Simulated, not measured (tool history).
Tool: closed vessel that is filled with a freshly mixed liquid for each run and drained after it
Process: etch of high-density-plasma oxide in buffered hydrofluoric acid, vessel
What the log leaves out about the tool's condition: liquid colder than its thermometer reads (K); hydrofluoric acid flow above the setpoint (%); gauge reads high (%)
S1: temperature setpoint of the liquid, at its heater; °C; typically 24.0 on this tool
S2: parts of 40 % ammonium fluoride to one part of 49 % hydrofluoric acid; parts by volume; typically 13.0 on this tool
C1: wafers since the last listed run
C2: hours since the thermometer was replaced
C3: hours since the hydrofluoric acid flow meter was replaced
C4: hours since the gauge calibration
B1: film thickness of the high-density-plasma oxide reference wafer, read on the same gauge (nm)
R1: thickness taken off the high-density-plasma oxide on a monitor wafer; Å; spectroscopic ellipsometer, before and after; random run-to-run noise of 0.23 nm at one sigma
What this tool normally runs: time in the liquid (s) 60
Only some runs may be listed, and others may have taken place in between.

Run 1, hour 0.0: usual settings; C1 0; C2 1499.4; C3 1154.3; C4 1161.8; B1 99.99. Result: R1 675.7 Å.
Run 2, hour 51.6: usual settings; C1 6825; C2 1551.0; C3 1205.9; C4 1213.4; B1 99.94. Result: R1 675.5 Å.
At hour 53.1: hydrofluoric acid flow meter replaced.
Run 3, hour 103.2: usual settings; C1 6692; C2 1602.6; C3 50.1; C4 1265.0; B1 100.04. Result: R1 674.0 Å.
Run 4, hour 141.3: usual settings but S1 20.0 °C; C1 5039; C2 1640.7; C3 88.2; C4 1303.1; B1 99.98. Result: R1 541.1 Å.
Run 5, hour 171.1: usual settings but S1 20.0 °C; C1 3941; C2 1670.5; C3 118.0; C4 1332.9; B1 100.05. Result: R1 542.8 Å.
Run 6, hour 238.3: usual settings but S2 16.5 parts by volume; C1 8888; C2 1737.7; C3 185.2; C4 1400.1; B1 100.00. Result: R1 533.2 Å.
Run 7, hour 299.6: usual settings but S2 16.5 parts by volume; C1 8108; C2 1799.0; C3 246.5; C4 1461.4; B1 99.98. Result: R1 534.7 Å.
Run 8, hour 350.3: usual settings; C1 6705; C2 1849.7; C3 297.2; C4 1512.1; B1 100.06. Result: R1 671.8 Å.
Run 9, hour 420.0: usual settings; C1 9219; C2 1919.4; C3 366.9; C4 1581.8; B1 100.00. Result: R1 670.3 Å.
Run 10, hour 487.6: usual settings; C1 8941; C2 1987.0; C3 434.5; C4 1649.4; B1 99.99. Result: R1 674.4 Å.
Run 11, hour 541.5: usual settings; C1 7129; C2 2040.9; C3 488.4; C4 1703.3; B1 99.99. Result: R1 668.1 Å.
Run 12, hour 602.7: usual settings; C1 8094; C2 2102.1; C3 549.6; C4 1764.5; B1 99.99. Result: R1 666.3 Å.
Run 13, hour 656.3: usual settings; C1 7089; C2 2155.7; C3 603.2; C4 1818.1; B1 100.01. Result: R1 670.1 Å.
Run 14, hour 711.0: usual settings; C1 7235; C2 2210.4; C3 657.9; C4 1872.8; B1 99.99. Result: R1 666.5 Å.
Run 15, hour 736.2: usual settings but S2 17.5 parts by volume, time in the liquid (s) 30; C1 3333; C2 2235.6; C3 683.1; C4 1898.0; B1 100.00. Result: R1 249.9 Å.
At hour 862.4: gauge calibrated.
At hour 937.2: thermometer replaced.
Run 16, hour 940.9: usual settings but time in the liquid (s) 95; C1 26942; C2 3.7; C3 887.8; C4 78.5; B1 100.00. Result: R1 1112.4 Å.
Run 17, hour 990.9: usual settings; C1 6613; C2 53.7; C3 937.8; C4 128.5; B1 100.00. Result: R1 702.3 Å.
Run 18, hour 1028.4: usual settings; C1 4960; C2 91.2; C3 975.3; C4 166.0; B1 99.98. Result: R1 701.4 Å.
Run 19, hour 1064.2: usual settings but time in the liquid (s) 80; C1 4735; C2 127.0; C3 1011.1; C4 201.8; B1 100.02. Result: R1 936.5 Å.
Run 20, hour 1124.9: usual settings; C1 8028; C2 187.7; C3 1071.8; C4 262.5; B1 99.99. Result: R1 700.6 Å.
Run 21, hour 1160.4: usual settings but S1 27.5 °C; C1 4695; C2 223.2; C3 1107.3; C4 298.0; B1 100.03. Result: R1 845.5 Å.
At hour 1162.4: hydrofluoric acid flow meter replaced.
Run 22, hour 1189.3: usual settings but S1 28.5 °C, S2 18.0 parts by volume, time in the liquid (s) 45; C1 3690; C2 252.1; C3 26.9; C4 326.9; B1 100.01. Result: R1 485.8 Å.
Run 23, hour 1253.1: usual settings but S2 10.5 parts by volume, time in the liquid (s) 75; C1 8438; C2 315.9; C3 90.7; C4 390.7; B1 99.99. Result: R1 1074.8 Å.
Run 24, hour 1319.8: usual settings but S1 21.0 °C, S2 16.0 parts by volume, time in the liquid (s) 75; C1 8822; C2 382.6; C3 157.4; C4 457.4; B1 100.04. Result: R1 601.5 Å.
Run 25, hour 1378.2: usual settings but S1 27.5 °C, time in the liquid (s) 40; C1 7724; C2 441.0; C3 215.8; C4 515.8; B1 99.98. Result: R1 561.0 Å.
Run 26, hour 1447.0: usual settings but S1 19.5 °C, S2 15.0 parts by volume, time in the liquid (s) 40; C1 9100; C2 509.8; C3 284.6; C4 584.6; B1 100.00. Result: R1 314.8 Å.
Run 27, hour 1483.1: usual settings but time in the liquid (s) 75; C1 4774; C2 545.9; C3 320.7; C4 620.7; B1 100.01. Result: R1 863.9 Å.
Run 28, hour 1551.3: usual settings; C1 9020; C2 614.1; C3 388.9; C4 688.9; B1 100.05. Result: R1 695.4 Å.
Run 29, hour 1601.0: usual settings but time in the liquid (s) 30; C1 6573; C2 663.8; C3 438.6; C4 738.6; B1 99.99. Result: R1 347.9 Å.
Run 30, hour 1659.3: usual settings but S1 26.0 °C, time in the liquid (s) 75; C1 7711; C2 722.1; C3 496.9; C4 796.9; B1 100.00. Result: R1 961.9 Å.
Run 31, hour 1784.3: usual settings but S2 15.0 parts by volume; C1 16533; C2 847.1; C3 621.9; C4 921.9; B1 100.02. Result: R1 602.6 Å.

What if the next run were any one of these 4? Each begins from the tool's condition after run 31:
Run A, hour 1785.0: usual settings but S2 16.0 parts by volume; C1 92; C2 847.8; C3 622.6; C4 922.6; B1 ?. Result: R1 ?.
Run B, hour 1785.0: usual settings but S1 29.0 °C, S2 8.5 parts by volume; C1 92; C2 847.8; C3 622.6; C4 922.6; B1 ?. Result: R1 ?.
Run C, hour 1785.0: usual settings but S1 21.5 °C, S2 9.0 parts by volume, time in the liquid (s) 90; C1 92; C2 847.8; C3 622.6; C4 922.6; B1 ?. Result: R1 ?.
Run D, hour 1785.0: usual settings but S1 27.0 °C, time in the liquid (s) 30; C1 92; C2 847.8; C3 622.6; C4 922.6; B1 ?. Result: R1 ?.

run      B1      R1
  A  100.04   561.0
  B  100.04  1321.8
  C  100.04  1241.1
  D  100.04   404.7
Without the tool's hidden state the same runs would have given:
run      R1
  A   573.1
  B  1349.3
  C  1268.2
  D   413.2
